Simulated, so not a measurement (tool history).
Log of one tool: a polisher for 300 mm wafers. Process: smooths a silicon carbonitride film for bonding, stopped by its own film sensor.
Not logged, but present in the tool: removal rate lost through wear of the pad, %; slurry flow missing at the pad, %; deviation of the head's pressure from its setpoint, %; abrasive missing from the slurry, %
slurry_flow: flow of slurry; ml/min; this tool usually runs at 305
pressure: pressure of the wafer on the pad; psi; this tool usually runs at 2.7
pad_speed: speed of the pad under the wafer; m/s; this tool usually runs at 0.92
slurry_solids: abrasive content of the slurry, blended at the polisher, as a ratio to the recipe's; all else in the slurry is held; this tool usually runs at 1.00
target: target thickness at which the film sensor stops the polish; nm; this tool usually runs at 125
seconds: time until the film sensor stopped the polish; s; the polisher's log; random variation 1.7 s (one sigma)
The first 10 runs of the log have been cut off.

run,day,slurry_flow,pressure,pad_speed,slurry_solids,target,wafers since the last listed run,wafers polished on this pad,hours since the slurry nozzle was cleaned,hours since the head pressure was calibrated,hours since the slurry blender was calibrated,"incoming thickness of the incoming film, nm",seconds
11,5.804,250,3.5,1.14,1.00,125,97,861,342.7,51.4,223.7,159.3,86.2
12,6.404,305,3.2,0.92,1.00,115,152,1013,357.1,65.8,238.1,161.1,150.0
13,6.958,305,2.7,0.92,1.00,125,140,1154,370.4,79.1,251.4,157.5,129.7
14,7.654,305,2.7,1.10,1.00,132,176,1331,387.1,95.8,268.1,160.6,95.2
# day 7.962: worn pad replaced by a new one
15,9.271,405,2.9,0.92,1.00,116,368,332,425.9,134.6,306.9,159.5,157.6
16,9.883,305,2.7,0.92,1.00,125,155,487,440.6,149.3,321.6,159.2,138.2
# day 10.779: slurry blender recalibrated
17,11.762,280,2.7,0.92,1.15,116,456,943,485.7,194.4,23.6,159.4,153.6
# day 12.212: slurry nozzle cleaned
18,12.488,370,2.7,1.22,1.00,125,173,1117,6.6,211.8,41.0,160.3,100.3
19,13.171,305,2.7,0.92,1.15,137,173,1291,23.0,228.2,57.4,159.6,78.6
# day 13.462: worn pad replaced by a new one
20,15.321,305,2.7,0.92,1.00,125,503,471,74.6,279.8,109.0,160.2,125.2
21,15.604,215,2.7,0.92,1.00,125,71,543,81.4,286.6,115.8,160.6,131.7
22,16.179,360,2.7,0.74,1.15,125,146,689,95.2,300.4,129.6,162.0,154.4
23,16.442,305,3.2,0.92,1.00,115,66,756,101.5,306.7,135.9,162.1,147.5
24,16.938,340,2.7,0.92,1.00,120,125,882,113.4,318.6,147.8,160.8,149.9
25,17.212,230,2.7,0.92,1.20,125,69,952,120.0,325.2,154.4,158.5,119.4
26,17.629,210,2.7,0.92,1.20,125,105,1058,130.0,335.2,164.4,159.5,122.9
27,18.242,210,2.7,0.92,1.00,129,155,1213,144.7,349.9,179.1,162.3,127.3
28,18.571,305,2.7,0.74,1.00,125,83,1297,152.6,357.8,187.0,159.5,150.5
29,19.088,305,3.4,0.92,1.00,125,131,1428,165.0,370.2,199.4,160.8,110.2
30,19.454,305,2.7,0.92,1.00,125,93,1521,173.8,379.0,208.2,156.8,120.4
31,20.050,305,2.7,0.64,1.15,120,151,1673,188.1,393.3,222.5,160.1,193.6

3 ways to go on from here, each from the tool as it stands after run 31. What would each give?
A,20.071,305,2.7,0.92,1.00,125,5,1678,188.6,393.8,223.0,159.3,?
B,20.071,345,2.7,0.92,1.00,125,5,1678,188.6,393.8,223.0,159.3,?
C,20.071,305,2.7,0.60,1.00,125,5,1678,188.6,393.8,223.0,159.3,?

run,seconds
A,133.9
B,132.7
C,188.5
What these runs would have given with no unlogged condition in the tool:
run,seconds
A,125.9
B,124.8
C,177.2
